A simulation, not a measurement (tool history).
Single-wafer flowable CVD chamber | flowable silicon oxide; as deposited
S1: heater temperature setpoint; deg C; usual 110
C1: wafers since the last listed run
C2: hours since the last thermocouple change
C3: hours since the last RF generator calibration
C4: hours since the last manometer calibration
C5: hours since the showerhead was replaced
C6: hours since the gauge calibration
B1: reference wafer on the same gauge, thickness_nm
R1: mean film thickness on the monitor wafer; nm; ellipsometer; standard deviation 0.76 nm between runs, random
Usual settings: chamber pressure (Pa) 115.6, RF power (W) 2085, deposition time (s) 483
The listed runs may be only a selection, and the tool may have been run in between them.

{"run": 1, "hour": 0.0, "S1": 110, "chamber pressure (Pa)": 115.6, "RF power (W)": 2230, "deposition time (s)": 522, "C1": 0, "C2": 1068.0, "C3": 1137.2, "C4": 707.3, "C5": 3590.9, "C6": 170.6, "B1": 233.108, "R1": 243.978}
{"run": 2, "hour": 21.3, "S1": 117, "chamber pressure (Pa)": 115.6, "RF power (W)": 2085, "deposition time (s)": 519, "C1": 101, "C2": 1089.3, "C3": 1158.5, "C4": 728.6, "C5": 3612.2, "C6": 191.9, "B1": 233.191, "R1": 192.513}
{"run": 3, "hour": 52.9, "S1": 117, "chamber pressure (Pa)": 115.6, "RF power (W)": 2085, "deposition time (s)": 519, "C1": 150, "C2": 1120.9, "C3": 1190.1, "C4": 760.2, "C5": 3643.8, "C6": 223.5, "B1": 232.974, "R1": 191.088}
{"run": 4, "hour": 81.2, "S1": 117, "chamber pressure (Pa)": 115.6, "RF power (W)": 2085, "deposition time (s)": 519, "C1": 135, "C2": 1149.2, "C3": 1218.4, "C4": 788.5, "C5": 3672.1, "C6": 251.8, "B1": 233.021, "R1": 192.379}
{"run": 5, "hour": 107.6, "S1": 110, "chamber pressure (Pa)": 115.6, "RF power (W)": 2085, "deposition time (s)": 483, "C1": 126, "C2": 1175.6, "C3": 1244.8, "C4": 814.9, "C5": 3698.5, "C6": 278.2, "B1": 232.856, "R1": 224.142}
{"run": 6, "hour": 139.4, "S1": 110, "chamber pressure (Pa)": 115.6, "RF power (W)": 2085, "deposition time (s)": 483, "C1": 151, "C2": 1207.4, "C3": 1276.6, "C4": 846.7, "C5": 3730.3, "C6": 310.0, "B1": 232.939, "R1": 224.598}
{"run": 7, "hour": 157.0, "S1": 110, "chamber pressure (Pa)": 115.6, "RF power (W)": 2085, "deposition time (s)": 483, "C1": 84, "C2": 1225.0, "C3": 1294.2, "C4": 864.3, "C5": 3747.9, "C6": 327.6, "B1": 233.039, "R1": 224.083}
{"run": 8, "hour": 191.7, "S1": 110, "chamber pressure (Pa)": 115.6, "RF power (W)": 2085, "deposition time (s)": 483, "C1": 165, "C2": 1259.7, "C3": 1328.9, "C4": 899.0, "C5": 3782.6, "C6": 362.3, "B1": 232.856, "R1": 225.114}
{"run": 9, "hour": 220.6, "S1": 110, "chamber pressure (Pa)": 115.6, "RF power (W)": 2085, "deposition time (s)": 483, "C1": 137, "C2": 1288.6, "C3": 1357.8, "C4": 927.9, "C5": 3811.5, "C6": 391.2, "B1": 233.01, "R1": 222.781}
{"hour": 248.0, "done": "gauge calibrated"}
{"hour": 250.1, "done": "capacitance manometer re-zeroed and calibrated"}
{"hour": 267.8, "done": "thermocouple changed; heater temperature recalibrated"}
{"run": 10, "hour": 299.8, "S1": 110, "chamber pressure (Pa)": 133.2, "RF power (W)": 2325, "deposition time (s)": 483, "C1": 301, "C2": 32.0, "C3": 1437.0, "C4": 49.7, "C5": 3890.7, "C6": 51.8, "B1": 233.276, "R1": 270.768}
{"run": 11, "hour": 313.3, "S1": 110, "chamber pressure (Pa)": 133.2, "RF power (W)": 2325, "deposition time (s)": 483, "C1": 64, "C2": 45.5, "C3": 1450.5, "C4": 63.2, "C5": 3904.2, "C6": 65.3, "B1": 233.124, "R1": 268.075}
{"run": 12, "hour": 341.3, "S1": 102, "chamber pressure (Pa)": 115.6, "RF power (W)": 2085, "deposition time (s)": 483, "C1": 133, "C2": 73.5, "C3": 1478.5, "C4": 91.2, "C5": 3932.2, "C6": 93.3, "B1": 233.026, "R1": 302.726}
{"run": 13, "hour": 360.3, "S1": 110, "chamber pressure (Pa)": 115.6, "RF power (W)": 2085, "deposition time (s)": 483, "C1": 90, "C2": 92.5, "C3": 1497.5, "C4": 110.2, "C5": 3951.2, "C6": 112.3, "B1": 232.902, "R1": 230.346}
{"hour": 378.8, "done": "showerhead replaced"}
{"run": 14, "hour": 382.5, "S1": 116, "chamber pressure (Pa)": 130.0, "RF power (W)": 2360, "deposition time (s)": 553, "C1": 67, "C2": 114.7, "C3": 1519.7, "C4": 132.4, "C5": 3.7, "C6": 134.5, "B1": 232.815, "R1": 244.987}
{"run": 15, "hour": 409.7, "S1": 110, "chamber pressure (Pa)": 115.6, "RF power (W)": 2085, "deposition time (s)": 508, "C1": 129, "C2": 141.9, "C3": 1546.9, "C4": 159.6, "C5": 30.9, "C6": 161.7, "B1": 232.975, "R1": 241.537}
{"run": 16, "hour": 422.8, "S1": 117, "chamber pressure (Pa)": 115.6, "RF power (W)": 2245, "deposition time (s)": 572, "C1": 62, "C2": 155.0, "C3": 1560.0, "C4": 172.7, "C5": 44.0, "C6": 174.8, "B1": 233.206, "R1": 217.868}
{"run": 17, "hour": 436.7, "S1": 115, "chamber pressure (Pa)": 115.6, "RF power (W)": 2375, "deposition time (s)": 483, "C1": 66, "C2": 168.9, "C3": 1573.9, "C4": 186.6, "C5": 57.9, "C6": 188.7, "B1": 232.901, "R1": 196.471}
{"hour": 464.8, "done": "RF generator calibrated"}
{"run": 18, "hour": 465.3, "S1": 110, "chamber pressure (Pa)": 115.6, "RF power (W)": 2085, "deposition time (s)": 483, "C1": 98, "C2": 197.5, "C3": 0.5, "C4": 215.2, "C5": 86.5, "C6": 217.3, "B1": 232.759, "R1": 228.623}
{"run": 19, "hour": 489.4, "S1": 110, "chamber pressure (Pa)": 115.6, "RF power (W)": 2215, "deposition time (s)": 483, "C1": 115, "C2": 221.6, "C3": 24.6, "C4": 239.3, "C5": 110.6, "C6": 241.4, "B1": 233.107, "R1": 230.774}
{"run": 20, "hour": 507.6, "S1": 110, "chamber pressure (Pa)": 140.0, "RF power (W)": 2085, "deposition time (s)": 483, "C1": 86, "C2": 239.8, "C3": 42.8, "C4": 257.5, "C5": 128.8, "C6": 259.6, "B1": 232.851, "R1": 274.382}
{"run": 21, "hour": 522.5, "S1": 110, "chamber pressure (Pa)": 115.6, "RF power (W)": 2085, "deposition time (s)": 483, "C1": 71, "C2": 254.7, "C3": 57.7, "C4": 272.4, "C5": 143.7, "C6": 274.5, "B1": 232.86, "R1": 227.702}
{"run": 22, "hour": 544.7, "S1": 110, "chamber pressure (Pa)": 96.8, "RF power (W)": 2085, "deposition time (s)": 483, "C1": 106, "C2": 276.9, "C3": 79.9, "C4": 294.6, "C5": 165.9, "C6": 296.7, "B1": 233.129, "R1": 191.355}
{"run": 23, "hour": 558.1, "S1": 104, "chamber pressure (Pa)": 95.7, "RF power (W)": 2470, "deposition time (s)": 483, "C1": 63, "C2": 290.3, "C3": 93.3, "C4": 308.0, "C5": 179.3, "C6": 310.1, "B1": 233.119, "R1": 235.823}
{"hour": 637.2, "done": "gauge calibrated"}
{"run": 24, "hour": 665.2, "S1": 103, "chamber pressure (Pa)": 88.5, "RF power (W)": 2485, "deposition time (s)": 390, "C1": 511, "C2": 397.4, "C3": 200.4, "C4": 415.1, "C5": 286.4, "C6": 28.0, "B1": 233.055, "R1": 180.479}
{"run": 25, "hour": 693.6, "S1": 110, "chamber pressure (Pa)": 91.6, "RF power (W)": 1965, "deposition time (s)": 483, "C1": 135, "C2": 425.8, "C3": 228.8, "C4": 443.5, "C5": 314.8, "C6": 56.4, "B1": 232.855, "R1": 176.544}
{"run": 26, "hour": 718.7, "S1": 96, "chamber pressure (Pa)": 89.9, "RF power (W)": 2290, "deposition time (s)": 395, "C1": 119, "C2": 450.9, "C3": 253.9, "C4": 468.6, "C5": 339.9, "C6": 81.5, "B1": 233.147, "R1": 234.746}

Give the tool's hidden conditions for every run:
wafer temperature above the value expected at the setpoint (K): 0 on each run
delivered RF power above the setpoint (%): 0 on each run
gauge reads high (%): 0 on each run
H1: true pressure above the setpoint (%)
run=1 H1=-3.35
run=2 H1=-3.38
run=3 H1=-3.42
run=4 H1=-3.45
run=5 H1=-3.47
run=6 H1=-3.5
run=7 H1=-3.52
run=8 H1=-3.54
run=9 H1=-3.57
run=10 H1=-0.5
run=11 H1=-0.62
run=12 H1=-0.853
run=13 H1=-1
run=14 H1=-1.16
run=15 H1=-1.35
run=16 H1=-1.43
run=17 H1=-1.52
run=18 H1=-1.68
run=19 H1=-1.81
run=20 H1=-1.9
run=21 H1=-1.98
run=22 H1=-2.08
run=23 H1=-2.13
run=24 H1=-2.52
run=25 H1=-2.61
run=26 H1=-2.68

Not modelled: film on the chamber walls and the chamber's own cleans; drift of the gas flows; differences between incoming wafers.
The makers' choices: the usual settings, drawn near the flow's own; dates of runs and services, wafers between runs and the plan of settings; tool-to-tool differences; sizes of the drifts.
